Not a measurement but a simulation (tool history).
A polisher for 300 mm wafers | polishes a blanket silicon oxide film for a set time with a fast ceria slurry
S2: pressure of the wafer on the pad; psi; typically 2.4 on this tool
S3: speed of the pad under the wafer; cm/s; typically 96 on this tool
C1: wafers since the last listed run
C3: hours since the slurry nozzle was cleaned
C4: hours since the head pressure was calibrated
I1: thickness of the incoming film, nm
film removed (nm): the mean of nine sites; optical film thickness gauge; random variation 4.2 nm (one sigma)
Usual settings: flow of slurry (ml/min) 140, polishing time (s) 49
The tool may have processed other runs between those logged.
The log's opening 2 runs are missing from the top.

{"run": 3, "day": 2.638, "flow of slurry (ml/min)": 140, "S2": 2.4, "S3": 96, "polishing time (s)": 49, "C1": 314, "wafers polished on this pad": 1482, "C3": 410.3, "C4": 607.9, "I1": 1823, "film removed (nm)": 563}
{"run": 4, "day": 3.433, "flow of slurry (ml/min)": 140, "S2": 2.4, "S3": 96, "polishing time (s)": 49, "C1": 214, "wafers polished on this pad": 1696, "C3": 429.4, "C4": 627, "I1": 1795.8, "film removed (nm)": 562.7}
{"run": 5, "day": 4.038, "flow of slurry (ml/min)": 140, "S2": 2.4, "S3": 104, "polishing time (s)": 49, "C1": 162, "wafers polished on this pad": 1859, "C3": 443.9, "C4": 641.5, "I1": 1824.9, "film removed (nm)": 610.1}
{"day": 4.162, "done": "slurry nozzle cleaned"}
{"run": 6, "day": 5.529, "flow of slurry (ml/min)": 140, "S2": 2.4, "S3": 104, "polishing time (s)": 49, "C1": 390, "wafers polished on this pad": 2249, "C3": 32.8, "C4": 677.3, "I1": 1822.7, "film removed (nm)": 600.6}
{"day": 5.7, "done": "worn pad replaced by a new one"}
{"run": 7, "day": 6.7, "flow of slurry (ml/min)": 140, "S2": 2.4, "S3": 96, "polishing time (s)": 49, "C1": 270, "wafers polished on this pad": 269, "C3": 60.9, "C4": 705.4, "I1": 1791.5, "film removed (nm)": 566.9}
{"run": 8, "day": 7.888, "flow of slurry (ml/min)": 140, "S2": 2.4, "S3": 96, "polishing time (s)": 49, "C1": 319, "wafers polished on this pad": 589, "C3": 89.4, "C4": 733.9, "I1": 1811.7, "film removed (nm)": 578}
{"run": 9, "day": 8.575, "flow of slurry (ml/min)": 140, "S2": 2.4, "S3": 96, "polishing time (s)": 49, "C1": 185, "wafers polished on this pad": 774, "C3": 105.9, "C4": 750.4, "I1": 1830.6, "film removed (nm)": 575.4}
{"run": 10, "day": 9.454, "flow of slurry (ml/min)": 140, "S2": 2.4, "S3": 96, "polishing time (s)": 49, "C1": 236, "wafers polished on this pad": 1011, "C3": 127, "C4": 771.5, "I1": 1796.8, "film removed (nm)": 564.4}
{"run": 11, "day": 10.638, "flow of slurry (ml/min)": 140, "S2": 2.4, "S3": 96, "polishing time (s)": 49, "C1": 318, "wafers polished on this pad": 1330, "C3": 155.4, "C4": 799.9, "I1": 1837.6, "film removed (nm)": 564.8}
{"run": 12, "day": 11.15, "flow of slurry (ml/min)": 140, "S2": 2.4, "S3": 96, "polishing time (s)": 49, "C1": 138, "wafers polished on this pad": 1468, "C3": 167.7, "C4": 812.2, "I1": 1792.5, "film removed (nm)": 562.5}
{"run": 13, "day": 11.908, "flow of slurry (ml/min)": 140, "S2": 2.4, "S3": 96, "polishing time (s)": 49, "C1": 204, "wafers polished on this pad": 1672, "C3": 185.9, "C4": 830.4, "I1": 1817.2, "film removed (nm)": 569.2}
{"run": 14, "day": 13.246, "flow of slurry (ml/min)": 140, "S2": 2.4, "S3": 96, "polishing time (s)": 49, "C1": 360, "wafers polished on this pad": 2032, "C3": 218, "C4": 862.5, "I1": 1818.4, "film removed (nm)": 553.6}
{"run": 15, "day": 13.829, "flow of slurry (ml/min)": 95, "S2": 2.9, "S3": 68, "polishing time (s)": 63, "C1": 157, "wafers polished on this pad": 2189, "C3": 232, "C4": 876.5, "I1": 1791, "film removed (nm)": 561.6}
{"day": 14.071, "done": "worn pad replaced by a new one"}
{"day": 14.221, "done": "head pressure recalibrated"}
{"run": 16, "day": 14.729, "flow of slurry (ml/min)": 140, "S2": 3, "S3": 96, "polishing time (s)": 49, "C1": 175, "wafers polished on this pad": 155, "C3": 253.6, "C4": 12.2, "I1": 1804.6, "film removed (nm)": 693.2}
{"run": 17, "day": 16.088, "flow of slurry (ml/min)": 140, "S2": 3.1, "S3": 76, "polishing time (s)": 49, "C1": 365, "wafers polished on this pad": 520, "C3": 286.2, "C4": 44.8, "I1": 1828.2, "film removed (nm)": 567.2}
{"run": 18, "day": 17.062, "flow of slurry (ml/min)": 140, "S2": 2.4, "S3": 96, "polishing time (s)": 49, "C1": 262, "wafers polished on this pad": 783, "C3": 309.6, "C4": 68.2, "I1": 1818.6, "film removed (nm)": 570.4}
{"run": 19, "day": 17.746, "flow of slurry (ml/min)": 140, "S2": 3.1, "S3": 124, "polishing time (s)": 40, "C1": 184, "wafers polished on this pad": 967, "C3": 326, "C4": 84.6, "I1": 1830.9, "film removed (nm)": 742.5}
{"run": 20, "day": 18.938, "flow of slurry (ml/min)": 170, "S2": 3, "S3": 68, "polishing time (s)": 32, "C1": 320, "wafers polished on this pad": 1288, "C3": 354.6, "C4": 113.2, "I1": 1840, "film removed (nm)": 326.8}
{"run": 21, "day": 19.775, "flow of slurry (ml/min)": 140, "S2": 3.1, "S3": 96, "polishing time (s)": 53, "C1": 225, "wafers polished on this pad": 1514, "C3": 374.7, "C4": 133.3, "I1": 1820.2, "film removed (nm)": 762.5}
{"run": 22, "day": 21.062, "flow of slurry (ml/min)": 140, "S2": 2.4, "S3": 76, "polishing time (s)": 62, "C1": 346, "wafers polished on this pad": 1860, "C3": 405.6, "C4": 164.2, "I1": 1817.5, "film removed (nm)": 565.3}
{"run": 23, "day": 22.075, "flow of slurry (ml/min)": 140, "S2": 2.4, "S3": 96, "polishing time (s)": 49, "C1": 272, "wafers polished on this pad": 2133, "C3": 429.9, "C4": 188.5, "I1": 1793.7, "film removed (nm)": 556.8}

Run 24 is up next; what results do you expect?
{"day": 22.458, "done": "slurry nozzle cleaned"}
{"day": 22.738, "done": "worn pad replaced by a new one"}
{"run": 24, "day": 23.042, "flow of slurry (ml/min)": 125, "S2": 1.8, "S3": 70, "polishing time (s)": 55, "C1": 204, "wafers polished on this pad": 81, "C3": 14, "C4": 211.7, "I1": 1786.5, "film removed (nm)": "?"}

{"run 24": {"film removed (nm)": 367.3}}
If the tool had no hidden condition, the same run with the same run-to-run variation would have returned film removed (nm) 367.4.
